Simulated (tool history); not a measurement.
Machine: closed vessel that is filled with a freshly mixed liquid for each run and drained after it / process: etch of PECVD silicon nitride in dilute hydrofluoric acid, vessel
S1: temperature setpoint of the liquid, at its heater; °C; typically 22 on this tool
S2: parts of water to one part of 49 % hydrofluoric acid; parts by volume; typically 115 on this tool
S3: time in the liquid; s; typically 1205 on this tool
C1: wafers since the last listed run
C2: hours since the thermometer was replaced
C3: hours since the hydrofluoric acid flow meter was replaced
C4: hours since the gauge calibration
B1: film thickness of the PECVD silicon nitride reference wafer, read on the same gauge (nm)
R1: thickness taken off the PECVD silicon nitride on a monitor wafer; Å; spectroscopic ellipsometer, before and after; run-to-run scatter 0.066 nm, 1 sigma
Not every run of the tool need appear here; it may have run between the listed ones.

run 1 hour=0 | S1=25 S2=115 S3=825 | C1=0 C2=634.1 C3=922.8 C4=440.2 | B1=49.96 | R1=140.6
run 2 hour=59.1 | S1=25 S2=115 S3=825 | C1=1972 C2=693.2 C3=981.9 C4=499.3 | B1=50.02 | R1=141.2
-- hour=106.6 thermometer replaced
run 3 hour=145.8 | S1=25 S2=115 S3=825 | C1=2860 C2=39.2 C3=1068.6 C4=586 | B1=49.99 | R1=136.8
run 4 hour=229.8 | S1=22 S2=115 S3=1205 | C1=2803 C2=123.2 C3=1152.6 C4=670 | B1=49.99 | R1=165.5
run 5 hour=287.1 | S1=22 S2=115 S3=1205 | C1=1912 C2=180.5 C3=1209.9 C4=727.3 | B1=50.02 | R1=165.9
run 6 hour=381.1 | S1=22 S2=115 S3=1205 | C1=3137 C2=274.5 C3=1303.9 C4=821.3 | B1=50.02 | R1=167.4
run 7 hour=429.9 | S1=22 S2=90 S3=1205 | C1=1628 C2=323.3 C3=1352.7 C4=870.1 | B1=50.01 | R1=211.7
run 8 hour=521.9 | S1=22 S2=90 S3=1205 | C1=3070 C2=415.3 C3=1444.7 C4=962.1 | B1=50.02 | R1=213.1
run 9 hour=602.7 | S1=22 S2=90 S3=1205 | C1=2696 C2=496.1 C3=1525.5 C4=1042.9 | B1=50.01 | R1=216.3
run 10 hour=661.8 | S1=22 S2=115 S3=1205 | C1=1972 C2=555.2 C3=1584.6 C4=1102 | B1=50 | R1=169.6
run 11 hour=720.1 | S1=22 S2=115 S3=1205 | C1=1945 C2=613.5 C3=1642.9 C4=1160.3 | B1=50 | R1=171.1
run 12 hour=821.4 | S1=22 S2=115 S3=1205 | C1=3381 C2=714.8 C3=1744.2 C4=1261.6 | B1=49.98 | R1=173.1
-- hour=859.1 thermometer replaced
run 13 hour=866.7 | S1=22 S2=85 S3=1560 | C1=1478 C2=7.6 C3=1789.5 C4=1306.9 | B1=50.01 | R1=287.8
run 14 hour=918.4 | S1=25.5 S2=145 S3=910 | C1=1725 C2=59.3 C3=1841.2 C4=1358.6 | B1=50.01 | R1=126.2
run 15 hour=993.5 | S1=22 S2=145 S3=1205 | C1=2506 C2=134.4 C3=1916.3 C4=1433.7 | B1=50 | R1=132.9
-- hour=1042.3 gauge calibrated
run 16 hour=1071.6 | S1=22 S2=115 S3=1205 | C1=2606 C2=212.5 C3=1994.4 C4=29.3 | B1=50.01 | R1=168.7
run 17 hour=1144.6 | S1=22 S2=140 S3=735 | C1=2436 C2=285.5 C3=2067.4 C4=102.3 | B1=49.99 | R1=85.8

Forecast run 18:
run 18 hour=1218.1 | S1=22 S2=145 S3=1205 | C1=2453 C2=359 C3=2140.9 C4=175.8 | B1=? | R1=?

{"run 18": {"B1": 50.01, "R1": 135.3}}
Had the tool carried no hidden state, the very same run would have given R1 125.4 Å.

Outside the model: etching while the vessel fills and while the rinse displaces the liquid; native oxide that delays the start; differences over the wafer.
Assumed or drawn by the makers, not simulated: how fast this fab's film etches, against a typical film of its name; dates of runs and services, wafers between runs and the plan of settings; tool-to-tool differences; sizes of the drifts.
